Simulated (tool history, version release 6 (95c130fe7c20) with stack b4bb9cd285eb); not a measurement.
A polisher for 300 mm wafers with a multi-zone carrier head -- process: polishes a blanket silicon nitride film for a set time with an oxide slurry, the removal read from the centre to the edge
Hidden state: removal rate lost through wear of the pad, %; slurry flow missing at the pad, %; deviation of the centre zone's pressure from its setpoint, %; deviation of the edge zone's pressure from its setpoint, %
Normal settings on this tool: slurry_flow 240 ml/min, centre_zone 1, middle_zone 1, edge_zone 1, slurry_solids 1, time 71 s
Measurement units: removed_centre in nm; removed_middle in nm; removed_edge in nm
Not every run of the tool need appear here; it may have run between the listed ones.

| run | hour | slurry_flow | centre_zone | middle_zone | edge_zone | slurry_solids | time | wafers since the last listed run | wafers polished on this pad | hours since the slurry nozzle was cleaned | hours since the centre zone pressure was calibrated | hours since the edge zone pressure was calibrated | hours since the carrier head's membrane was replaced | incoming thickness of the incoming film, nm | removed_centre | removed_middle | removed_edge |
|---|---|---|---|---|---|---|---|---|---|---|---|---|---|---|---|---|---|
| 1 | 0 | 240 | 1 | 1 | 1 | 1 | 71 | 0 | 1217 | 339.8 | 859.9 | 347.9 | 1069.5 | 502.6 | 42.2 | 42 | 41.5 |
| 2 | 34.8 | 240 | 1 | 1 | 1 | 1 | 71 | 422 | 1639 | 374.6 | 894.7 | 382.7 | 1104.3 | 507.4 | 42.3 | 41.4 | 41 |
|  | 80.1 | edge zone pressure recalibrated |
| 3 | 97.8 | 240 | 1 | 1 | 1 | 1 | 71 | 740 | 2380 | 437.6 | 957.7 | 17.7 | 1167.3 | 515.4 | 42.8 | 42.8 | 41.7 |
|  | 139.6 | worn pad replaced by a new one |
| 4 | 162 | 240 | 1 | 1 | 1 | 1 | 71 | 730 | 271 | 501.8 | 1021.9 | 81.9 | 1231.5 | 514.5 | 42.4 | 42.8 | 41.8 |
|  | 177.2 | centre zone pressure recalibrated |
| 5 | 267.3 | 240 | 1 | 1 | 1 | 1 | 71 | 1254 | 1526 | 607.1 | 90.1 | 187.2 | 1336.8 | 516.2 | 42.5 | 42.2 | 41.1 |
| 6 | 310.9 | 240 | 1 | 1 | 1 | 0.8 | 57 | 529 | 2055 | 650.7 | 133.7 | 230.8 | 1380.4 | 503.9 | 32.3 | 32.9 | 32.2 |
|  | 416 | worn pad replaced by a new one |
| 7 | 494.7 | 240 | 1 | 1 | 1 | 1 | 71 | 2182 | 955 | 834.5 | 317.5 | 414.6 | 1564.2 | 520.5 | 42.3 | 41.9 | 41 |
|  | 523.1 | slurry nozzle cleaned |
| 8 | 553.6 | 240 | 1 | 1 | 1 | 1 | 71 | 702 | 1658 | 30.5 | 376.4 | 473.5 | 1623.1 | 520 | 42.2 | 41.7 | 41.5 |
|  | 556.2 | edge zone pressure recalibrated |
| 9 | 590.4 | 240 | 1 | 1 | 1 | 1 | 71 | 422 | 2080 | 67.3 | 413.2 | 34.2 | 1659.9 | 504.9 | 42.6 | 43.4 | 41.6 |
| 10 | 639.1 | 240 | 1 | 1 | 1 | 1 | 71 | 591 | 2671 | 116 | 461.9 | 82.9 | 1708.6 | 504.4 | 42.4 | 42.4 | 41.3 |
|  | 677 | worn pad replaced by a new one |
| 11 | 698.7 | 180 | 1 | 1 | 1.08 | 1 | 71 | 675 | 263 | 175.6 | 521.5 | 142.5 | 1768.2 | 515.7 | 41.1 | 41.2 | 41.3 |
| 12 | 724.9 | 240 | 1 | 1 | 1 | 0.75 | 71 | 318 | 581 | 201.8 | 547.7 | 168.7 | 1794.4 | 512.9 | 40 | 39.6 | 39.2 |
| 13 | 790.2 | 290 | 1.1 | 1 | 1.03 | 1 | 71 | 792 | 1374 | 267.1 | 613 | 234 | 1859.7 | 504.8 | 48.3 | 42.8 | 43 |
| 14 | 824.2 | 310 | 1 | 1 | 0.97 | 1 | 71 | 412 | 1786 | 301.1 | 647 | 268 | 1893.7 | 501.7 | 43.6 | 43.4 | 42.6 |
|  | 835.7 | carrier head's membrane replaced by a new one |
| 15 | 887.2 | 240 | 1 | 1 | 1 | 1 | 71 | 704 | 2491 | 364.1 | 710 | 331 | 51.5 | 513.6 | 42.8 | 42.8 | 41.7 |
|  | 938 | worn pad replaced by a new one |
| 16 | 956.6 | 215 | 1 | 1 | 0.91 | 1.25 | 71 | 793 | 226 | 433.5 | 779.4 | 400.4 | 120.9 | 514 | 44.2 | 44.3 | 42.4 |
|  | 958.8 | centre zone pressure recalibrated |
|  | 1003.5 | edge zone pressure recalibrated |
| 17 | 1024.3 | 240 | 1 | 0.96 | 1.05 | 1 | 95 | 773 | 999 | 501.2 | 65.5 | 20.8 | 188.6 | 517.2 | 56.6 | 54.4 | 57.1 |
| 18 | 1081.5 | 240 | 0.95 | 1.12 | 1.12 | 1 | 88 | 694 | 1693 | 558.4 | 122.7 | 78 | 245.8 | 508.8 | 50.3 | 58 | 52.9 |
| 19 | 1107.8 | 190 | 0.9 | 1 | 1 | 1 | 83 | 319 | 2013 | 584.7 | 149 | 104.3 | 272.1 | 510.3 | 43.3 | 48.4 | 47.5 |
| 20 | 1165.8 | 240 | 1 | 1 | 1 | 1 | 71 | 704 | 2717 | 642.7 | 207 | 162.3 | 330.1 | 501.8 | 41.6 | 43 | 42.4 |
|  | 1193.5 | worn pad replaced by a new one |
| 21 | 1233.9 | 240 | 1 | 1 | 1 | 1 | 71 | 778 | 489 | 710.8 | 275.1 | 230.4 | 398.2 | 505.4 | 41.7 | 42.1 | 41.4 |
| 22 | 1294.4 | 240 | 0.9 | 1.11 | 1.04 | 1 | 87 | 734 | 1224 | 771.3 | 335.6 | 290.9 | 458.7 | 509.1 | 46.2 | 56.8 | 51.1 |

Predict each of these 3 candidate next runs independently; none follows another, all start after run 22:
| A | 1294.8 | 240 | 1 | 1 | 1 | 1 | 71 | 4 | 1229 | 771.7 | 336 | 291.3 | 459.1 | 513 | ? | ? | ? |
| B | 1294.8 | 240 | 0.89 | 1.07 | 1 | 1.2 | 58 | 4 | 1229 | 771.7 | 336 | 291.3 | 459.1 | 513 | ? | ? | ? |
| C | 1294.8 | 290 | 1 | 1 | 1 | 1 | 93 | 4 | 1229 | 771.7 | 336 | 291.3 | 459.1 | 513 | ? | ? | ? |

| run | removed_centre | removed_middle | removed_edge |
|---|---|---|---|
| A | 42.3 | 42.8 | 41.9 |
| B | 32.2 | 38.6 | 35.6 |
| C | 56.7 | 57.1 | 55.7 |
With the hidden condition removed and each run's random variation left untouched, the same runs would have given:
| run | removed_centre | removed_middle | removed_edge |
|---|---|---|---|
| A | 42.3 | 42.8 | 41.9 |
| B | 32.2 | 38.6 | 35.6 |
| C | 56.7 | 57.1 | 55.7 |

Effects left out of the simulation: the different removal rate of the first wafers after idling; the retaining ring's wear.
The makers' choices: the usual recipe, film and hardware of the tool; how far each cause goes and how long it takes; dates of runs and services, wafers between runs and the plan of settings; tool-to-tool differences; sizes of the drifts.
